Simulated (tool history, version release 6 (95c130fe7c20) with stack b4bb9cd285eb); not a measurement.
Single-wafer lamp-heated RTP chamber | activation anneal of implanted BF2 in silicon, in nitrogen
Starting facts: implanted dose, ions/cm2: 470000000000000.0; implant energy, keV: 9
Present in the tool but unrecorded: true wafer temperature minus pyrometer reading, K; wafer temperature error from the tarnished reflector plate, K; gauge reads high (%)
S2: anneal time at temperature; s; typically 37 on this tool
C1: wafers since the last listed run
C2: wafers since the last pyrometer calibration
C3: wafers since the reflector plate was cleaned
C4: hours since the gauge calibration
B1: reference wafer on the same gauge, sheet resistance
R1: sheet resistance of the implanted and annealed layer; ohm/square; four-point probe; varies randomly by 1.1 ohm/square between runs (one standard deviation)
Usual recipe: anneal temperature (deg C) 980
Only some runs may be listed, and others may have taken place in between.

Run 1, hour 0: usual settings but S2 31 s; C1 0; C2 865; C3 14014; C4 1564.3; B1 316.64. Result: R1 342.42 ohm/square.
At hour 37.7: reflector plate cleaned.
Run 2, hour 67.6: usual settings but S2 31 s; C1 764; C2 1629; C3 384; C4 1631.9; B1 316.7. Result: R1 344.71 ohm/square.
Run 3, hour 122.7: usual settings; C1 706; C2 2336; C3 1090; C4 1687; B1 316.43. Result: R1 336.88 ohm/square.
Run 4, hour 213.1: usual settings; C1 1159; C2 3496; C3 2250; C4 1777.4; B1 316.89. Result: R1 336.82 ohm/square.
Run 5, hour 269.7: usual settings but S2 51 s; C1 726; C2 4222; C3 2976; C4 1834; B1 317.16. Result: R1 325.88 ohm/square.
Run 6, hour 323: usual settings but S2 51 s; C1 683; C2 4905; C3 3660; C4 1887.3; B1 317.2. Result: R1 325.9 ohm/square.
Run 7, hour 384.1: usual settings but S2 51 s; C1 783; C2 5689; C3 4443; C4 1948.4; B1 317.03. Result: R1 327.49 ohm/square.
At hour 406.5: pyrometer window cleaned and pyrometer calibrated.
Run 8, hour 423.9: usual settings; C1 407; C2 223; C3 4851; C4 1988.2; B1 317.05. Result: R1 337.48 ohm/square.
Run 9, hour 506.1: usual settings; C1 1054; C2 1277; C3 5905; C4 2070.4; B1 317.28. Result: R1 337.31 ohm/square.
Run 10, hour 560.8: usual settings; C1 701; C2 1979; C3 6607; C4 2125.1; B1 317.66. Result: R1 339.06 ohm/square.
Run 11, hour 646.1: usual settings; C1 1094; C2 3073; C3 7701; C4 2210.4; B1 317.65. Result: R1 336.93 ohm/square.
Run 12, hour 692.9: usual settings; C1 600; C2 3673; C3 8302; C4 2257.2; B1 317.31. Result: R1 337.98 ohm/square.
Run 13, hour 753.5: usual settings; C1 777; C2 4450; C3 9079; C4 2317.8; B1 317.45. Result: R1 337.55 ohm/square.
Run 14, hour 852.6: usual settings; C1 1271; C2 5721; C3 10350; C4 2416.9; B1 317.48. Result: R1 338.03 ohm/square.
At hour 929.1: pyrometer window cleaned and pyrometer calibrated.
Run 15, hour 934.8: usual settings; C1 951; C2 73; C3 11302; C4 2499.1; B1 317.73. Result: R1 338.88 ohm/square.
At hour 1033.1: gauge calibrated.
Run 16, hour 1053.4: usual settings; C1 1521; C2 1594; C3 12823; C4 20.3; B1 306.61. Result: R1 326.5 ohm/square.
At hour 1104.9: reflector plate cleaned.
Run 17, hour 1151.5: usual settings; C1 1155; C2 2750; C3 597; C4 118.4; B1 307.73. Result: R1 327.68 ohm/square.
Run 18, hour 1192.2: usual settings; C1 522; C2 3272; C3 1119; C4 159.1; B1 308.67. Result: R1 327.49 ohm/square.
Run 19, hour 1258.1: usual settings but anneal temperature (deg C) 960; C1 845; C2 4117; C3 1964; C4 225; B1 308.82. Result: R1 372.65 ohm/square.
Run 20, hour 1361.8: usual settings but S2 50 s; C1 1330; C2 5447; C3 3294; C4 328.7; B1 309.87. Result: R1 320.85 ohm/square.
At hour 1398.9: pyrometer window cleaned and pyrometer calibrated.
Run 21, hour 1431.6: usual settings but S2 21 s; C1 792; C2 419; C3 4087; C4 398.5; B1 309.38. Result: R1 353.4 ohm/square.
Run 22, hour 1536.9: usual settings; C1 1350; C2 1769; C3 5438; C4 503.8; B1 310.54. Result: R1 329.15 ohm/square.
Run 23, hour 1597.8: usual settings but anneal temperature (deg C) 988, S2 30 s; C1 781; C2 2550; C3 6219; C4 564.7; B1 311.1. Result: R1 324.75 ohm/square.
Run 24, hour 1636.7: usual settings but S2 51 s; C1 498; C2 3049; C3 6718; C4 603.6; B1 311.15. Result: R1 321.8 ohm/square.
Run 25, hour 1674.9: usual settings but S2 30 s; C1 489; C2 3539; C3 7208; C4 641.8; B1 311.48. Result: R1 338.39 ohm/square.
Run 26, hour 1813.3: usual settings but anneal temperature (deg C) 972, S2 51 s; C1 1775; C2 5315; C3 8983; C4 780.2; B1 312.49. Result: R1 332.19 ohm/square.
At hour 1887.7: pyrometer window cleaned and pyrometer calibrated.
Run 27, hour 2016.7: usual settings but anneal temperature (deg C) 1003, S2 44 s; C1 2506; C2 1654; C3 11489; C4 983.6; B1 313.03. Result: R1 301.9 ohm/square.
Run 28, hour 2069.6: usual settings but anneal temperature (deg C) 952, S2 50 s; C1 678; C2 2332; C3 12168; C4 1036.5; B1 313.11. Result: R1 381.84 ohm/square.
At hour 2094.7: reflector plate cleaned.
Run 29, hour 2150.1: usual settings but anneal temperature (deg C) 953, S2 52 s; C1 929; C2 3262; C3 710; C4 1117; B1 313.63. Result: R1 377.41 ohm/square.
Run 30, hour 2187.8: usual settings but anneal temperature (deg C) 994, S2 56 s; C1 483; C2 3746; C3 1193; C4 1154.7; B1 313.59. Result: R1 305 ohm/square.
Run 31, hour 2282.1: usual settings; C1 1209; C2 4955; C3 2403; C4 1249; B1 314.24. Result: R1 331.63 ohm/square.
Run 32, hour 2339.6: usual settings but anneal temperature (deg C) 952; C1 737; C2 5693; C3 3140; C4 1306.5; B1 313.34. Result: R1 402.4 ohm/square.
Run 33, hour 2382.9: usual settings but anneal temperature (deg C) 988, S2 45 s; C1 555; C2 6248; C3 3696; C4 1349.8; B1 313.88. Result: R1 315.6 ohm/square.
At hour 2405.3: pyrometer window cleaned and pyrometer calibrated.
Run 34, hour 2486.1: usual settings but anneal temperature (deg C) 972, S2 51 s; C1 1221; C2 1036; C3 4917; C4 1453; B1 314.04. Result: R1 334 ohm/square.
Run 35, hour 2546.8: usual settings but anneal temperature (deg C) 955, S2 51 s; C1 778; C2 1815; C3 5696; C4 1513.7; B1 314.19. Result: R1 373.21 ohm/square.
Run 36, hour 2603.5: usual settings; C1 727; C2 2542; C3 6423; C4 1570.4; B1 314.98. Result: R1 336.78 ohm/square.

What if the next run were any one of these 4? Each begins from the tool's condition after run 36:
Run A, hour 2603.9: usual settings; C1 5; C2 2547; C3 6428; C4 1570.8; B1 ?. Result: R1 ?.
Run B, hour 2603.9: usual settings but anneal temperature (deg C) 952, S2 45 s; C1 5; C2 2547; C3 6428; C4 1570.8; B1 ?. Result: R1 ?.
Run C, hour 2603.9: usual settings but anneal temperature (deg C) 1008, S2 47 s; C1 5; C2 2547; C3 6428; C4 1570.8; B1 ?. Result: R1 ?.
Run D, hour 2603.9: usual settings but anneal temperature (deg C) 988, S2 52 s; C1 5; C2 2547; C3 6428; C4 1570.8; B1 ?. Result: R1 ?.

run      B1      R1
  A  314.47  333.85
  B  314.47  389.67
  C  314.47  296.49
  D  314.47  314.07
With no hidden state in the tool, these same runs would have given:
run      R1
  A  326.09
  B  380.62
  C   289.6
  D  306.77
